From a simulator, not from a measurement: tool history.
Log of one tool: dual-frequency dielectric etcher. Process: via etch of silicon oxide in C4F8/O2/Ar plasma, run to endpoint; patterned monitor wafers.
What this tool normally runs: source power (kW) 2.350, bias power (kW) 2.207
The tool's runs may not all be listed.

run,hour,source power (kW),bias power (kW),wafers since the last listed run,hours since the last wet clean,hours since the last source power generator calibration,hours since the last bias power generator calibration,hours since the last upper electrode change,"incoming incoming film thickness, nm",endpoint time (s)
1,0.0,2.350,2.207,0,136.4,2018.6,2219.7,2479.0,1191.2,216.3
2,26.4,2.350,2.207,120,162.8,2045.0,2246.1,2505.4,1214.8,217.2
3,85.8,2.640,2.207,270,222.2,2104.4,2305.5,2564.8,1204.6,208.2
4,139.5,2.350,2.207,244,275.9,2158.1,2359.2,2618.5,1219.2,216.7
5,181.1,1.950,1.963,189,317.5,2199.7,2400.8,2660.1,1223.5,235.8
6,207.7,1.950,1.963,121,344.1,2226.3,2427.4,2686.7,1205.9,230.7
7,252.6,2.350,2.355,204,389.0,2271.2,2472.3,2731.6,1199.8,210.9
8,313.8,2.350,2.371,278,450.2,2332.4,2533.5,2792.8,1210.3,209.0
9,363.3,2.350,2.207,225,499.7,2381.9,2583.0,2842.3,1201.1,209.3
10,426.1,2.350,2.207,285,562.5,2444.7,2645.8,2905.1,1208.0,208.1
11,464.1,2.350,2.207,173,600.5,2482.7,2683.8,2943.1,1215.1,212.5
12,519.6,2.350,2.207,252,656.0,2538.2,2739.3,2998.6,1209.5,210.0
# hour 584.1: upper electrode replaced
# hour 585.9: wet clean of the chamber
13,586.4,2.350,2.207,186,0.5,2605.0,2806.1,2.3,1210.2,217.1
14,607.9,2.350,2.207,97,22.0,2626.5,2827.6,23.8,1211.1,217.0
15,671.2,2.350,2.207,288,85.3,2689.8,2890.9,87.1,1211.6,215.4
16,700.2,2.350,2.207,132,114.3,2718.8,2919.9,116.1,1211.0,215.0
17,724.7,2.650,2.574,111,138.8,2743.3,2944.4,140.6,1204.3,198.8
18,775.6,2.640,2.207,231,189.7,2794.2,2995.3,191.5,1217.7,208.5
19,809.1,2.890,1.955,152,223.2,2827.7,3028.8,225.0,1222.4,204.5
20,998.4,2.040,1.671,861,412.5,3017.0,3218.1,414.3,1212.4,230.4
21,1049.0,2.630,2.361,230,463.1,3067.6,3268.7,464.9,1211.9,202.7
22,1096.0,2.350,2.207,213,510.1,3114.6,3315.7,511.9,1198.5,206.2
23,1149.4,1.780,2.207,243,563.5,3168.0,3369.1,565.3,1199.5,224.5

Forecast run 24:
# hour 1181.6: wet clean of the chamber
24,1203.4,2.350,2.207,136,21.8,3222.0,3423.1,619.3,1199.8,?

endpoint time (s): 218.7
Were there no unlogged condition in the tool, this run, its random variation unchanged, would have produced endpoint time (s) 217.0.

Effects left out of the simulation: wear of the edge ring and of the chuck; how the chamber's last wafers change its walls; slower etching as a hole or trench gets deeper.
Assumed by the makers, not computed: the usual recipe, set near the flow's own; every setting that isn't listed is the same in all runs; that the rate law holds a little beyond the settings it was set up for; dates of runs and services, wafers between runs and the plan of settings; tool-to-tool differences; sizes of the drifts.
